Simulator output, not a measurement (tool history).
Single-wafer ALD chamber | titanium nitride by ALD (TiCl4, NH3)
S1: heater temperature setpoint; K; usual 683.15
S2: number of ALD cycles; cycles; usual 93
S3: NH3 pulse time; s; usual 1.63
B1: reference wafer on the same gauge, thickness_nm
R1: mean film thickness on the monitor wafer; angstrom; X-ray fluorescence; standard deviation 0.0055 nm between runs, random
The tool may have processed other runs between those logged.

run   hour      S1  S2    S3     B1     R1
  1    0.0  683.15  93  1.63  2.462  22.10
  2   12.6  683.15  93  1.63  2.460  22.08
  3   47.0  683.15  93  1.63  2.460  22.06
  4   64.5  683.15  93  1.63  2.459  22.14
  5   80.3  683.15  99  1.87  2.459  23.53
  6   93.8  695.15  93  1.63  2.461  22.21
  7  171.0  683.15  93  1.63  2.458  22.02
     186.9  -- showerhead replaced
  8  202.6  683.15  93  1.63  2.460  22.02
  9  222.7  683.15  93  1.47  2.460  21.82
     253.8  -- gauge calibrated
 10  257.1  683.15  93  1.47  2.459  21.92

Expected results for the next run?
     283.0  -- thermocouple changed; heater temperature recalibrated
 11  283.5  677.15  93  1.63   ?   ?

{"run 11": {"B1": 2.457, "R1": 22.08}}
If the tool had no hidden condition, the same run with the same run-to-run variation would have returned R1 22.08 angstrom.
